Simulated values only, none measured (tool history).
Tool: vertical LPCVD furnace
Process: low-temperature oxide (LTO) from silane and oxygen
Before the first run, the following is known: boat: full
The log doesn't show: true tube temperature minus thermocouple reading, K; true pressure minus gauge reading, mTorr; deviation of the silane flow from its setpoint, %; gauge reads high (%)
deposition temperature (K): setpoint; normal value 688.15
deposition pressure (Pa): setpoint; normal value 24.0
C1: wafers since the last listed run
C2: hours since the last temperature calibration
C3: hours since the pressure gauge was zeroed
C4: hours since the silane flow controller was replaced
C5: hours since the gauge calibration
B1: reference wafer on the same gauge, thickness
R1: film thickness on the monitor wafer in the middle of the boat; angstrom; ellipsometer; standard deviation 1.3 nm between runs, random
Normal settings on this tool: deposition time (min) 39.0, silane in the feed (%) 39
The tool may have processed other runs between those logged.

run 1 day=0.000 | deposition_temperature_(K)=688.15 deposition_pressure_(Pa)=24.0 deposition_time_(min)=39.0 silane_in_the_feed_(%)=41 | C1=0 C2=3494.1 C3=2941.4 C4=103.8 C5=846.7 | B1=306.10 | R1=3663.1
-- day=1.671 pressure gauge zeroed
run 2 day=1.692 | deposition_temperature_(K)=688.15 deposition_pressure_(Pa)=24.0 deposition_time_(min)=39.0 silane_in_the_feed_(%)=41 | C1=255 C2=3534.7 C3=0.5 C4=144.4 C5=887.3 | B1=305.36 | R1=3478.3
run 3 day=2.088 | deposition_temperature_(K)=688.15 deposition_pressure_(Pa)=24.0 deposition_time_(min)=39.0 silane_in_the_feed_(%)=39 | C1=145 C2=3544.2 C3=10.0 C4=153.9 C5=896.8 | B1=305.68 | R1=3311.1
run 4 day=3.033 | deposition_temperature_(K)=688.15 deposition_pressure_(Pa)=24.0 deposition_time_(min)=39.0 silane_in_the_feed_(%)=39 | C1=348 C2=3566.9 C3=32.7 C4=176.6 C5=919.5 | B1=305.69 | R1=3283.4
run 5 day=4.304 | deposition_temperature_(K)=688.15 deposition_pressure_(Pa)=26.0 deposition_time_(min)=39.0 silane_in_the_feed_(%)=39 | C1=468 C2=3597.4 C3=63.2 C4=207.1 C5=950.0 | B1=305.47 | R1=3565.3
run 6 day=4.917 | deposition_temperature_(K)=688.15 deposition_pressure_(Pa)=26.0 deposition_time_(min)=39.0 silane_in_the_feed_(%)=39 | C1=225 C2=3612.1 C3=77.9 C4=221.8 C5=964.7 | B1=306.43 | R1=3583.9
run 7 day=6.392 | deposition_temperature_(K)=688.15 deposition_pressure_(Pa)=24.0 deposition_time_(min)=39.0 silane_in_the_feed_(%)=39 | C1=543 C2=3647.5 C3=113.3 C4=257.2 C5=1000.1 | B1=305.90 | R1=3305.4
run 8 day=7.450 | deposition_temperature_(K)=688.15 deposition_pressure_(Pa)=21.3 deposition_time_(min)=39.0 silane_in_the_feed_(%)=37 | C1=390 C2=3672.9 C3=138.7 C4=282.6 C5=1025.5 | B1=306.20 | R1=2773.2
run 9 day=8.658 | deposition_temperature_(K)=688.15 deposition_pressure_(Pa)=24.0 deposition_time_(min)=39.0 silane_in_the_feed_(%)=39 | C1=445 C2=3701.9 C3=167.7 C4=311.6 C5=1054.5 | B1=306.15 | R1=3313.3
-- day=9.688 thermocouples replaced and temperature profile calibrated
run 10 day=9.721 | deposition_temperature_(K)=688.15 deposition_pressure_(Pa)=20.7 deposition_time_(min)=26.0 silane_in_the_feed_(%)=39 | C1=23 C2=0.8 C3=193.2 C4=337.1 C5=1080.0 | B1=306.11 | R1=1896.9
-- day=9.883 gauge calibrated
run 11 day=11.058 | deposition_temperature_(K)=695.15 deposition_pressure_(Pa)=19.3 deposition_time_(min)=39.0 silane_in_the_feed_(%)=46 | C1=493 C2=32.9 C3=225.3 C4=369.2 C5=28.2 | B1=306.10 | R1=3408.7
run 12 day=11.692 | deposition_temperature_(K)=676.15 deposition_pressure_(Pa)=24.0 deposition_time_(min)=49.0 silane_in_the_feed_(%)=41 | C1=233 C2=48.1 C3=240.5 C4=384.4 C5=43.4 | B1=305.88 | R1=3905.8
run 13 day=12.500 | deposition_temperature_(K)=695.15 deposition_pressure_(Pa)=19.3 deposition_time_(min)=39.0 silane_in_the_feed_(%)=46 | C1=298 C2=67.5 C3=259.9 C4=403.8 C5=62.8 | B1=305.95 | R1=3425.1
run 14 day=13.121 | deposition_temperature_(K)=688.15 deposition_pressure_(Pa)=24.0 deposition_time_(min)=39.0 silane_in_the_feed_(%)=39 | C1=228 C2=82.4 C3=274.8 C4=418.7 C5=77.7 | B1=305.55 | R1=3309.8
run 15 day=14.029 | deposition_temperature_(K)=688.15 deposition_pressure_(Pa)=24.0 deposition_time_(min)=39.0 silane_in_the_feed_(%)=39 | C1=334 C2=104.2 C3=296.6 C4=440.5 C5=99.5 | B1=305.70 | R1=3311.0
run 16 day=14.604 | deposition_temperature_(K)=688.15 deposition_pressure_(Pa)=24.0 deposition_time_(min)=52.5 silane_in_the_feed_(%)=39 | C1=212 C2=118.0 C3=310.4 C4=454.3 C5=113.3 | B1=306.06 | R1=4470.2
run 17 day=15.821 | deposition_temperature_(K)=695.15 deposition_pressure_(Pa)=19.3 deposition_time_(min)=39.0 silane_in_the_feed_(%)=46 | C1=448 C2=147.2 C3=339.6 C4=483.5 C5=142.5 | B1=305.94 | R1=3409.4
run 18 day=16.896 | deposition_temperature_(K)=688.15 deposition_pressure_(Pa)=24.0 deposition_time_(min)=39.0 silane_in_the_feed_(%)=39 | C1=396 C2=173.0 C3=365.4 C4=509.3 C5=168.3 | B1=305.94 | R1=3332.4
run 19 day=17.671 | deposition_temperature_(K)=688.15 deposition_pressure_(Pa)=24.0 deposition_time_(min)=39.0 silane_in_the_feed_(%)=39 | C1=285 C2=191.6 C3=384.0 C4=527.9 C5=186.9 | B1=306.24 | R1=3368.9
run 20 day=18.417 | deposition_temperature_(K)=688.15 deposition_pressure_(Pa)=24.0 deposition_time_(min)=31.0 silane_in_the_feed_(%)=36 | C1=274 C2=209.5 C3=401.9 C4=545.8 C5=204.8 | B1=305.82 | R1=2415.3
run 21 day=18.954 | deposition_temperature_(K)=697.15 deposition_pressure_(Pa)=24.0 deposition_time_(min)=39.0 silane_in_the_feed_(%)=43 | C1=198 C2=222.4 C3=414.8 C4=558.7 C5=217.7 | B1=306.42 | R1=4049.9
run 22 day=19.883 | deposition_temperature_(K)=688.15 deposition_pressure_(Pa)=28.7 deposition_time_(min)=39.0 silane_in_the_feed_(%)=46 | C1=342 C2=244.7 C3=437.1 C4=581.0 C5=240.0 | B1=305.80 | R1=4751.4
run 23 day=20.725 | deposition_temperature_(K)=688.15 deposition_pressure_(Pa)=24.0 deposition_time_(min)=39.0 silane_in_the_feed_(%)=39 | C1=310 C2=264.9 C3=457.3 C4=601.2 C5=260.2 | B1=305.84 | R1=3352.2
run 24 day=21.396 | deposition_temperature_(K)=688.15 deposition_pressure_(Pa)=24.0 deposition_time_(min)=51.5 silane_in_the_feed_(%)=39 | C1=247 C2=281.0 C3=473.4 C4=617.3 C5=276.3 | B1=306.09 | R1=4434.0
run 25 day=22.808 | deposition_temperature_(K)=682.15 deposition_pressure_(Pa)=22.0 deposition_time_(min)=39.0 silane_in_the_feed_(%)=39 | C1=520 C2=314.9 C3=507.3 C4=651.2 C5=310.2 | B1=306.01 | R1=2901.7
run 26 day=23.892 | deposition_temperature_(K)=688.15 deposition_pressure_(Pa)=20.0 deposition_time_(min)=39.0 silane_in_the_feed_(%)=47 | C1=399 C2=340.9 C3=533.3 C4=677.2 C5=336.2 | B1=305.90 | R1=3403.9
run 27 day=25.325 | deposition_temperature_(K)=688.15 deposition_pressure_(Pa)=24.0 deposition_time_(min)=39.0 silane_in_the_feed_(%)=46 | C1=528 C2=375.3 C3=567.7 C4=711.6 C5=370.6 | B1=306.17 | R1=4009.4
run 28 day=26.533 | deposition_temperature_(K)=688.15 deposition_pressure_(Pa)=21.3 deposition_time_(min)=48.0 silane_in_the_feed_(%)=39 | C1=445 C2=404.3 C3=596.7 C4=740.6 C5=399.6 | B1=305.82 | R1=3653.2
run 29 day=27.879 | deposition_temperature_(K)=688.15 deposition_pressure_(Pa)=19.3 deposition_time_(min)=39.0 silane_in_the_feed_(%)=46 | C1=496 C2=436.6 C3=629.0 C4=772.9 C5=431.9 | B1=305.59 | R1=3233.4
run 30 day=29.204 | deposition_temperature_(K)=688.15 deposition_pressure_(Pa)=24.0 deposition_time_(min)=39.0 silane_in_the_feed_(%)=44 | C1=488 C2=468.4 C3=660.8 C4=804.7 C5=463.7 | B1=305.90 | R1=3854.0

Alternative continuations, all from the tool just after run 30; predict every row:
run A day=29.421 | deposition_temperature_(K)=688.15 deposition_pressure_(Pa)=24.0 deposition_time_(min)=39.0 silane_in_the_feed_(%)=39 | C1=79 C2=473.6 C3=666.0 C4=809.9 C5=468.9 | B1=? | R1=?
run B day=29.421 | deposition_temperature_(K)=678.15 deposition_pressure_(Pa)=24.0 deposition_time_(min)=39.0 silane_in_the_feed_(%)=39 | C1=79 C2=473.6 C3=666.0 C4=809.9 C5=468.9 | B1=? | R1=?
run C day=29.421 | deposition_temperature_(K)=695.15 deposition_pressure_(Pa)=24.0 deposition_time_(min)=24.0 silane_in_the_feed_(%)=39 | C1=79 C2=473.6 C3=666.0 C4=809.9 C5=468.9 | B1=? | R1=?
run D day=29.421 | deposition_temperature_(K)=688.15 deposition_pressure_(Pa)=24.0 deposition_time_(min)=49.5 silane_in_the_feed_(%)=39 | C1=79 C2=473.6 C3=666.0 C4=809.9 C5=468.9 | B1=? | R1=?
run E day=29.421 | deposition_temperature_(K)=682.15 deposition_pressure_(Pa)=26.0 deposition_time_(min)=39.0 silane_in_the_feed_(%)=42 | C1=79 C2=473.6 C3=666.0 C4=809.9 C5=468.9 | B1=? | R1=?

run=A B1=306.22 R1=3394.1
run=B B1=306.22 R1=3050.1
run=C B1=306.22 R1=2245.5
run=D B1=306.22 R1=4307.9
run=E B1=306.22 R1=3748.3
Without the tool's hidden state the same runs would have given:
run=A R1=3308.0
run=B R1=2972.7
run=C R1=2188.6
run=D R1=4198.6
run=E R1=3660.4

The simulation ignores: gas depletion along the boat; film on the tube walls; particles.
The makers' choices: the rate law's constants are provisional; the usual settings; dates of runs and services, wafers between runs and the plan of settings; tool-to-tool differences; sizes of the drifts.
